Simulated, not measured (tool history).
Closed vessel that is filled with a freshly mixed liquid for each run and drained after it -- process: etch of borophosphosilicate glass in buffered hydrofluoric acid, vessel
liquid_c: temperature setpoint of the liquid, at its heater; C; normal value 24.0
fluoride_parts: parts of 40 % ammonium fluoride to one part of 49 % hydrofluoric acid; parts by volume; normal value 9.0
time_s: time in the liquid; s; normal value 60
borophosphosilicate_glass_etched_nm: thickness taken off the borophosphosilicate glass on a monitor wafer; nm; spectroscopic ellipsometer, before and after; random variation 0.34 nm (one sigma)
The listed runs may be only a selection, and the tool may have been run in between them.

run	hour	liquid_c	fluoride_parts	time_s	wafers since the last listed run	hours since the thermometer was replaced	hours since the hydrofluoric acid flow meter was replaced	hours since the gauge calibration	read-back film thickness of the borophosphosilicate glass reference wafer, read on the same gauge (nm)	borophosphosilicate_glass_etched_nm
1	0.0	24.0	9.0	60	0	182.7	1049.8	195.2	29.99	92.76
2	63.0	24.0	9.0	60	8745	245.7	1112.8	258.2	30.01	92.78
3	93.4	24.0	9.0	60	4219	276.1	1143.2	288.6	30.02	92.97
4	127.2	24.0	9.0	60	4691	309.9	1177.0	322.4	30.01	92.50
5	160.9	24.0	9.0	35	4678	343.6	1210.7	356.1	29.97	54.08
6	190.6	24.0	9.0	35	4122	373.3	1240.4	385.8	30.01	53.78
7	239.9	24.0	6.5	60	6843	422.6	1289.7	435.1	29.96	126.88
8	252.2	24.0	6.5	60	1707	434.9	1302.0	447.4	29.98	127.57
9	286.6	24.0	9.0	60	4775	469.3	1336.4	481.8	30.01	91.88
10	305.6	24.0	9.0	60	2637	488.3	1355.4	500.8	30.00	91.75
# hour 324.1: gauge calibrated
11	343.2	24.0	9.0	60	5219	525.9	1393.0	19.1	30.01	92.44
12	361.9	24.0	9.0	60	2595	544.6	1411.7	37.8	30.00	91.43
13	374.3	26.0	9.0	60	1721	557.0	1424.1	50.2	29.98	102.36
14	437.0	20.5	9.0	35	8703	619.7	1486.8	112.9	29.98	43.75
15	457.2	22.0	9.0	45	2804	639.9	1507.0	133.1	30.01	61.41
# hour 463.4: thermometer replaced
16	488.9	24.0	9.0	60	4261	25.5	1538.7	164.8	30.02	91.32
17	501.3	28.5	6.0	35	1721	37.9	1551.1	177.2	30.01	99.87
18	525.5	24.0	9.0	60	3359	62.1	1575.3	201.4	29.99	91.21
19	551.8	26.0	11.0	90	3650	88.4	1601.6	227.7	30.00	124.91
20	574.5	24.0	10.0	60	3151	111.1	1624.3	250.4	30.03	82.36
# hour 579.2: hydrofluoric acid flow meter replaced
21	607.6	22.5	12.0	75	4455	144.2	28.4	283.5	30.00	85.90
22	693.5	28.5	11.0	50	11924	230.1	114.3	369.4	30.00	85.75
23	706.7	24.0	9.0	60	1832	243.3	127.5	382.6	30.04	95.47
24	719.4	26.5	11.0	60	1762	256.0	140.2	395.3	29.99	92.47
25	743.3	24.0	6.5	30	3317	279.9	164.1	419.2	30.01	66.52
26	765.0	24.0	9.0	60	3012	301.6	185.8	440.9	29.98	95.58
# hour 784.4: gauge calibrated
27	793.9	24.0	10.0	60	4011	330.5	214.7	9.5	29.97	88.73
28	812.7	24.0	12.0	60	2609	349.3	233.5	28.3	30.00	73.88
29	829.5	24.0	9.0	45	2332	366.1	250.3	45.1	30.01	71.47
30	854.4	26.5	7.5	60	3456	391.0	275.2	70.0	29.99	131.29
31	882.9	24.0	9.0	60	3956	419.5	303.7	98.5	29.99	95.13

Measured result minus the same run's result without the hidden state. Both carry the same run-to-run variation, though not necessarily the same gauge scatter:
Hidden conditions of the tool in this case: liquid hotter than its thermometer reads (K); hydrofluoric acid flow below the setpoint (%); gauge reads high (%).
run	borophosphosilicate_glass_etched_nm
1	-3.59
2	-3.82
3	-3.93
4	-4.03
5	-2.43
6	-2.47
7	-8.50
8	-8.64
9	-4.57
10	-4.63
11	-4.80
12	-4.81
13	-5.43
14	-2.44
15	-3.46
16	-5.27
17	-8.12
18	-5.39
19	-11.75
20	-7.85
21	-0.99
22	-1.38
23	-1.03
24	-1.62
25	-1.13
26	-1.24
27	-1.91
28	-1.68
29	-1.09
30	-3.65
31	-1.63
